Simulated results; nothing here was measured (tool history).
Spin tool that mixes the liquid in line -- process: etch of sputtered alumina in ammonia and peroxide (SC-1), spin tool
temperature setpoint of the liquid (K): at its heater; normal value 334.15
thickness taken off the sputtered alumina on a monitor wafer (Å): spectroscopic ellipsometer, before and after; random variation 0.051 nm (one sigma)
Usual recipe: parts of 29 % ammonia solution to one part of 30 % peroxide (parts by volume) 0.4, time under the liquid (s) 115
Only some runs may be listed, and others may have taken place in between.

| run | hour | temperature setpoint of the liquid (K) | parts of 29 % ammonia solution to one part of 30 % peroxide (parts by volume) | time under the liquid (s) | read-back film thickness of the sputtered alumina reference wafer, read on the same gauge (nm) | thickness taken off the sputtered alumina on a monitor wafer (Å) |
|---|---|---|---|---|---|---|
| 1 | 0 | 334.15 | 0.4 | 115 | 100.01 | 76.4 |
| 2 | 31.3 | 334.15 | 0.4 | 115 | 100 | 76.3 |
| 3 | 133.7 | 334.15 | 0.4 | 115 | 99.99 | 76 |
| 4 | 169 | 334.15 | 0.4 | 115 | 99.95 | 76.8 |
| 5 | 187.5 | 334.15 | 0.4 | 115 | 100.03 | 75.2 |
|  | 197.6 | new drum of ammonia solution connected |
| 6 | 199.6 | 334.15 | 0.4 | 115 | 99.99 | 75.9 |
|  | 208.4 | ammonia flow meter replaced |
| 7 | 211.8 | 334.15 | 0.4 | 115 | 99.96 | 76.9 |
|  | 239.6 | thermometer replaced |
| 8 | 245.7 | 334.15 | 0.4 | 115 | 100.02 | 76.4 |
|  | 247.7 | heated supply line repaired |
| 9 | 279.6 | 334.15 | 0.4 | 115 | 99.97 | 76 |
| 10 | 311.2 | 334.15 | 0.4 | 115 | 100 | 75.6 |
| 11 | 343.9 | 328.65 | 0.4 | 155 | 99.93 | 76.4 |
| 12 | 373 | 334.15 | 0.4 | 75 | 99.98 | 49.6 |
| 13 | 389.6 | 327.15 | 0.6 | 155 | 99.98 | 72.8 |
| 14 | 414.3 | 334.15 | 0.4 | 115 | 100.03 | 76.2 |
|  | 442.1 | gauge calibrated |
| 15 | 442.3 | 334.15 | 0.4 | 115 | 100 | 76.4 |
| 16 | 472.5 | 334.15 | 0.2 | 115 | 99.99 | 72 |
| 17 | 508.1 | 328.65 | 0.4 | 155 | 100.04 | 77.3 |
| 18 | 530.3 | 338.65 | 0.5 | 170 | 100.03 | 144.6 |
| 19 | 560.1 | 334.15 | 0.55 | 115 | 100.02 | 78.4 |

Run 20 has not been measured yet. What should we expect?
| 20 | 589.9 | 334.15 | 0.4 | 80 | ? | ? |

read-back film thickness of the sputtered alumina reference wafer, read on the same gauge (nm): 99.99
thickness taken off the sputtered alumina on a monitor wafer (Å): 53.2
If the tool had no hidden condition, the same run with the same run-to-run variation would have returned thickness taken off the sputtered alumina on a monitor wafer (Å) 53.2.
